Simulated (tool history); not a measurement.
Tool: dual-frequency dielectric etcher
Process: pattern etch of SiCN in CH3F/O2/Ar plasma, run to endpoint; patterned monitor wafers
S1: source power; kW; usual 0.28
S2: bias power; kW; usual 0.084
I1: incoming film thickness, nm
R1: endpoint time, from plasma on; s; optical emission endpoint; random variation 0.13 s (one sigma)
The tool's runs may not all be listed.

run	day	S1	S2	I1	R1
1	0	0.28	0.084	12.25	33
# day 3.538: wet clean of the chamber
2	4.171	0.25	0.084	12.26	35.2
3	6.917	0.25	0.084	12.2	34.9
4	10.262	0.28	0.084	12.12	33.1
5	14.625	0.28	0.079	12.21	33.9
6	16.233	0.28	0.079	12.25	34
7	17.938	0.31	0.084	12.15	31.1
# day 18.3: source power generator calibrated
8	21.833	0.28	0.084	12.26	32.6
# day 25.512: wet clean of the chamber
9	25.679	0.28	0.084	12.18	33.5
10	28.275	0.28	0.079	12.24	34.5
11	30.304	0.22	0.103	12.17	34.1
12	32.117	0.35	0.091	12.15	29.5
# day 35.725: upper electrode replaced
13	35.746	0.26	0.102	12.24	31.8
14	36.712	0.24	0.103	12.02	32
15	39.112	0.22	0.084	12.31	37.3
# day 42.6: wet clean of the chamber
16	43.367	0.35	0.07	12.19	32.7
# day 46.121: bias power generator calibrated
17	47.038	0.32	0.084	12.18	31.5
18	53.717	0.28	0.084	12.17	32.9
19	57.979	0.24	0.095	12.25	33.6

4 ways to go on from here, each from the tool as it stands after run 19. What would each give?
A	57.996	0.28	0.084	12.14	?
B	57.996	0.33	0.084	12.14	?
C	57.996	0.34	0.097	12.14	?
D	57.996	0.33	0.071	12.14	?

run	R1
A	32.5
B	30.3
C	28.3
D	32.4
Without the tool's hidden state the same runs would have given:
run	R1
A	33.2
B	31
C	28.9
D	33.1
